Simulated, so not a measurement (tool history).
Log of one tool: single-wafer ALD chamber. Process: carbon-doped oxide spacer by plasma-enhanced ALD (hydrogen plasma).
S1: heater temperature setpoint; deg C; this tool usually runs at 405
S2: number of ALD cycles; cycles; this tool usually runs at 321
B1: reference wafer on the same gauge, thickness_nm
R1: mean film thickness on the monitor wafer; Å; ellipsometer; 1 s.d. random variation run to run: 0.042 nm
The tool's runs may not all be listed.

run 1 hour=0 | S1=405 S2=321 | B1=14.8 | R1=167.47
run 2 hour=107.1 | S1=405 S2=321 | B1=14.802 | R1=168.06
run 3 hour=208.4 | S1=405 S2=321 | B1=14.807 | R1=168.39
run 4 hour=266.3 | S1=405 S2=321 | B1=14.802 | R1=168.92
run 5 hour=351.6 | S1=413 S2=321 | B1=14.802 | R1=164.95
run 6 hour=437.6 | S1=405 S2=321 | B1=14.801 | R1=169.9
run 7 hour=480.3 | S1=405 S2=321 | B1=14.8 | R1=169.1
run 8 hour=552.6 | S1=405 S2=321 | B1=14.805 | R1=168.86
-- hour=662.5 thermocouple changed; heater temperature recalibrated
run 9 hour=663 | S1=405 S2=379 | B1=14.8 | R1=198.3
-- hour=701.4 gauge calibrated
run 10 hour=714.5 | S1=391 S2=381 | B1=14.801 | R1=202.09
run 11 hour=788.2 | S1=405 S2=341 | B1=14.796 | R1=177.19
run 12 hour=826.1 | S1=393 S2=264 | B1=14.799 | R1=140.24
run 13 hour=924.9 | S1=411 S2=263 | B1=14.796 | R1=134.16
run 14 hour=974.6 | S1=418 S2=291 | B1=14.803 | R1=145.25

What if the next run were any one of these 3? Each begins from the tool's condition after run 14:
run A hour=975.5 | S1=405 S2=321 | B1=? | R1=?
run B hour=975.5 | S1=399 S2=371 | B1=? | R1=?
run C hour=975.5 | S1=414 S2=279 | B1=? | R1=?

run=A B1=14.8 R1=167.42
run=B B1=14.8 R1=196.43
run=C B1=14.8 R1=141.23
Take away the tool's hidden state, keep each run's random variation, and the runs would have read:
run=A R1=167.4
run=B R1=196.43
run=C R1=141.22
